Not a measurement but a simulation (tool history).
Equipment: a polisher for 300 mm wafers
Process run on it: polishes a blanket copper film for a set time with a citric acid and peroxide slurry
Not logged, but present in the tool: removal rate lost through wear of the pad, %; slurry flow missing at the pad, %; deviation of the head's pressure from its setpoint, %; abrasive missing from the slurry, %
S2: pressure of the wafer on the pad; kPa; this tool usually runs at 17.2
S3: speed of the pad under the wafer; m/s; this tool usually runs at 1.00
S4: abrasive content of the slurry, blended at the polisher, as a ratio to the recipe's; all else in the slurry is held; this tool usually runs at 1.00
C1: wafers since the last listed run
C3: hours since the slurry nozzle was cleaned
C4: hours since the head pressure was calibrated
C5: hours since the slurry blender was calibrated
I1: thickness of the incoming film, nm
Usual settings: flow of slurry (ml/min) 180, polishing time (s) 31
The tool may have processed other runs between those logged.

{"run": 1, "day": 0.0, "flow of slurry (ml/min)": 180, "S2": 17.2, "S3": 1.12, "S4": 1.0, "polishing time (s)": 31, "C1": 0, "wafers polished on this pad": 1136, "C3": 777.1, "C4": 546.3, "C5": 117.0, "I1": 1120.5, "film removed (Å)": 734}
{"day": 0.396, "done": "slurry nozzle cleaned"}
{"day": 0.533, "done": "worn pad replaced by a new one"}
{"run": 2, "day": 0.554, "flow of slurry (ml/min)": 180, "S2": 17.2, "S3": 1.12, "S4": 1.0, "polishing time (s)": 31, "C1": 74, "wafers polished on this pad": 4, "C3": 3.8, "C4": 559.6, "C5": 130.3, "I1": 1134.1, "film removed (Å)": 694}
{"run": 3, "day": 0.896, "flow of slurry (ml/min)": 180, "S2": 19.3, "S3": 1.0, "S4": 1.0, "polishing time (s)": 31, "C1": 68, "wafers polished on this pad": 72, "C3": 12.0, "C4": 567.8, "C5": 138.5, "I1": 1136.1, "film removed (Å)": 693}
{"run": 4, "day": 1.55, "flow of slurry (ml/min)": 180, "S2": 19.3, "S3": 1.0, "S4": 1.0, "polishing time (s)": 31, "C1": 130, "wafers polished on this pad": 202, "C3": 27.7, "C4": 583.5, "C5": 154.2, "I1": 1151.5, "film removed (Å)": 702}
{"run": 5, "day": 2.012, "flow of slurry (ml/min)": 180, "S2": 17.2, "S3": 1.0, "S4": 1.0, "polishing time (s)": 31, "C1": 92, "wafers polished on this pad": 294, "C3": 38.8, "C4": 594.6, "C5": 165.3, "I1": 1136.1, "film removed (Å)": 615}
{"run": 6, "day": 2.354, "flow of slurry (ml/min)": 180, "S2": 17.2, "S3": 1.0, "S4": 1.0, "polishing time (s)": 31, "C1": 68, "wafers polished on this pad": 362, "C3": 47.0, "C4": 602.8, "C5": 173.5, "I1": 1160.1, "film removed (Å)": 614}
{"day": 2.612, "done": "slurry blender recalibrated"}
{"run": 7, "day": 2.838, "flow of slurry (ml/min)": 180, "S2": 13.8, "S3": 0.8, "S4": 1.0, "polishing time (s)": 31, "C1": 79, "wafers polished on this pad": 442, "C3": 58.6, "C4": 614.4, "C5": 5.4, "I1": 1148.5, "film removed (Å)": 393}
{"run": 8, "day": 3.425, "flow of slurry (ml/min)": 180, "S2": 13.8, "S3": 0.8, "S4": 1.0, "polishing time (s)": 31, "C1": 117, "wafers polished on this pad": 559, "C3": 72.7, "C4": 628.5, "C5": 19.5, "I1": 1133.9, "film removed (Å)": 390}
{"day": 3.679, "done": "worn pad replaced by a new one, repeated, since the last time left the tool worse"}
{"run": 9, "day": 4.121, "flow of slurry (ml/min)": 180, "S2": 13.8, "S3": 0.8, "S4": 1.0, "polishing time (s)": 31, "C1": 105, "wafers polished on this pad": 88, "C3": 89.4, "C4": 645.2, "C5": 36.2, "I1": 1140.2, "film removed (Å)": 459}
{"run": 10, "day": 4.775, "flow of slurry (ml/min)": 165, "S2": 17.2, "S3": 0.78, "S4": 1.0, "polishing time (s)": 21, "C1": 130, "wafers polished on this pad": 218, "C3": 105.1, "C4": 660.9, "C5": 51.9, "I1": 1128.6, "film removed (Å)": 369}
{"run": 11, "day": 5.421, "flow of slurry (ml/min)": 180, "S2": 17.2, "S3": 1.0, "S4": 1.0, "polishing time (s)": 31, "C1": 128, "wafers polished on this pad": 347, "C3": 120.6, "C4": 676.4, "C5": 67.4, "I1": 1137.6, "film removed (Å)": 694}
{"run": 12, "day": 6.146, "flow of slurry (ml/min)": 180, "S2": 17.2, "S3": 1.0, "S4": 1.0, "polishing time (s)": 35, "C1": 144, "wafers polished on this pad": 491, "C3": 138.0, "C4": 693.8, "C5": 84.8, "I1": 1139.2, "film removed (Å)": 776}
{"run": 13, "day": 6.617, "flow of slurry (ml/min)": 200, "S2": 23.4, "S3": 1.0, "S4": 1.0, "polishing time (s)": 31, "C1": 93, "wafers polished on this pad": 585, "C3": 149.3, "C4": 705.1, "C5": 96.1, "I1": 1153.0, "film removed (Å)": 944}
{"run": 14, "day": 6.988, "flow of slurry (ml/min)": 180, "S2": 17.2, "S3": 1.0, "S4": 1.0, "polishing time (s)": 31, "C1": 73, "wafers polished on this pad": 659, "C3": 158.2, "C4": 714.0, "C5": 105.0, "I1": 1134.2, "film removed (Å)": 678}
{"run": 15, "day": 7.392, "flow of slurry (ml/min)": 135, "S2": 22.1, "S3": 1.12, "S4": 1.1, "polishing time (s)": 31, "C1": 80, "wafers polished on this pad": 739, "C3": 167.9, "C4": 723.7, "C5": 114.7, "I1": 1140.4, "film removed (Å)": 944}
{"run": 16, "day": 7.929, "flow of slurry (ml/min)": 180, "S2": 17.2, "S3": 1.0, "S4": 1.0, "polishing time (s)": 39, "C1": 107, "wafers polished on this pad": 846, "C3": 180.8, "C4": 736.6, "C5": 127.6, "I1": 1144.4, "film removed (Å)": 860}
{"run": 17, "day": 8.288, "flow of slurry (ml/min)": 225, "S2": 17.2, "S3": 0.84, "S4": 1.0, "polishing time (s)": 36, "C1": 71, "wafers polished on this pad": 918, "C3": 189.4, "C4": 745.2, "C5": 136.2, "I1": 1138.2, "film removed (Å)": 694}
{"run": 18, "day": 8.779, "flow of slurry (ml/min)": 245, "S2": 17.2, "S3": 1.34, "S4": 0.85, "polishing time (s)": 26, "C1": 97, "wafers polished on this pad": 1016, "C3": 201.2, "C4": 757.0, "C5": 148.0, "I1": 1131.2, "film removed (Å)": 754}
{"day": 9.433, "done": "head pressure recalibrated"}
{"run": 19, "day": 9.462, "flow of slurry (ml/min)": 180, "S2": 14.5, "S3": 0.82, "S4": 1.25, "polishing time (s)": 31, "C1": 119, "wafers polished on this pad": 1135, "C3": 217.6, "C4": 0.7, "C5": 164.4, "I1": 1139.3, "film removed (Å)": 492}
{"run": 20, "day": 10.154, "flow of slurry (ml/min)": 180, "S2": 17.2, "S3": 1.0, "S4": 1.0, "polishing time (s)": 31, "C1": 137, "wafers polished on this pad": 1273, "C3": 234.2, "C4": 17.3, "C5": 181.0, "I1": 1129.0, "film removed (Å)": 655}
{"day": 10.321, "done": "slurry blender recalibrated"}
{"run": 21, "day": 10.408, "flow of slurry (ml/min)": 180, "S2": 17.2, "S3": 1.0, "S4": 1.0, "polishing time (s)": 31, "C1": 34, "wafers polished on this pad": 1307, "C3": 240.3, "C4": 23.4, "C5": 2.1, "I1": 1114.3, "film removed (Å)": 659}
{"day": 10.967, "done": "worn pad replaced by a new one"}
{"run": 22, "day": 10.988, "flow of slurry (ml/min)": 180, "S2": 13.8, "S3": 0.8, "S4": 1.0, "polishing time (s)": 31, "C1": 82, "wafers polished on this pad": 4, "C3": 254.2, "C4": 37.3, "C5": 16.0, "I1": 1162.2, "film removed (Å)": 466}
{"run": 23, "day": 11.096, "flow of slurry (ml/min)": 225, "S2": 17.2, "S3": 0.84, "S4": 1.0, "polishing time (s)": 36, "C1": 21, "wafers polished on this pad": 25, "C3": 256.8, "C4": 39.9, "C5": 18.6, "I1": 1150.5, "film removed (Å)": 714}
{"run": 24, "day": 11.604, "flow of slurry (ml/min)": 180, "S2": 17.2, "S3": 1.0, "S4": 1.0, "polishing time (s)": 31, "C1": 101, "wafers polished on this pad": 127, "C3": 269.0, "C4": 52.1, "C5": 30.8, "I1": 1141.3, "film removed (Å)": 705}
{"run": 25, "day": 13.688, "flow of slurry (ml/min)": 155, "S2": 17.2, "S3": 1.0, "S4": 1.0, "polishing time (s)": 34, "C1": 414, "wafers polished on this pad": 542, "C3": 319.0, "C4": 102.1, "C5": 80.8, "I1": 1127.9, "film removed (Å)": 734}
{"run": 26, "day": 14.312, "flow of slurry (ml/min)": 180, "S2": 20.7, "S3": 1.0, "S4": 1.15, "polishing time (s)": 34, "C1": 124, "wafers polished on this pad": 666, "C3": 334.0, "C4": 117.1, "C5": 95.8, "I1": 1140.0, "film removed (Å)": 916}
{"run": 27, "day": 14.654, "flow of slurry (ml/min)": 135, "S2": 22.1, "S3": 1.0, "S4": 0.9, "polishing time (s)": 23, "C1": 68, "wafers polished on this pad": 734, "C3": 342.2, "C4": 125.3, "C5": 104.0, "I1": 1149.9, "film removed (Å)": 600}
{"run": 28, "day": 15.338, "flow of slurry (ml/min)": 180, "S2": 20.7, "S3": 0.82, "S4": 1.3, "polishing time (s)": 31, "C1": 136, "wafers polished on this pad": 870, "C3": 358.6, "C4": 141.7, "C5": 120.4, "I1": 1150.4, "film removed (Å)": 711}
{"run": 29, "day": 15.708, "flow of slurry (ml/min)": 180, "S2": 20.7, "S3": 1.32, "S4": 0.8, "polishing time (s)": 27, "C1": 73, "wafers polished on this pad": 944, "C3": 367.5, "C4": 150.6, "C5": 129.3, "I1": 1141.6, "film removed (Å)": 857}
{"run": 30, "day": 16.038, "flow of slurry (ml/min)": 180, "S2": 17.2, "S3": 1.0, "S4": 1.1, "polishing time (s)": 24, "C1": 65, "wafers polished on this pad": 1010, "C3": 375.4, "C4": 158.5, "C5": 137.2, "I1": 1156.4, "film removed (Å)": 532}

Here are 4 independent what-if runs from the current tool condition. What would each one return?
{"run": "A", "day": 16.054, "flow of slurry (ml/min)": 180, "S2": 17.2, "S3": 1.0, "S4": 1.0, "polishing time (s)": 27, "C1": 3, "wafers polished on this pad": 1013, "C3": 375.8, "C4": 158.9, "C5": 137.6, "I1": 1137.8, "film removed (Å)": "?"}
{"run": "B", "day": 16.054, "flow of slurry (ml/min)": 180, "S2": 20.0, "S3": 1.14, "S4": 0.9, "polishing time (s)": 37, "C1": 3, "wafers polished on this pad": 1013, "C3": 375.8, "C4": 158.9, "C5": 137.6, "I1": 1137.8, "film removed (Å)": "?"}
{"run": "C", "day": 16.054, "flow of slurry (ml/min)": 145, "S2": 13.8, "S3": 0.88, "S4": 1.0, "polishing time (s)": 26, "C1": 3, "wafers polished on this pad": 1013, "C3": 375.8, "C4": 158.9, "C5": 137.6, "I1": 1137.8, "film removed (Å)": "?"}
{"run": "D", "day": 16.054, "flow of slurry (ml/min)": 180, "S2": 12.4, "S3": 1.16, "S4": 1.0, "polishing time (s)": 31, "C1": 3, "wafers polished on this pad": 1013, "C3": 375.8, "C4": 158.9, "C5": 137.6, "I1": 1137.8, "film removed (Å)": "?"}

run=A film_removed_(Å)=579
run=B film_removed_(Å)=1016
run=C film_removed_(Å)=383
run=D film_removed_(Å)=558
Without the tool's unlogged condition, the same runs would have read:
run=A film_removed_(Å)=614
run=B film_removed_(Å)=1079
run=C film_removed_(Å)=407
run=D film_removed_(Å)=592
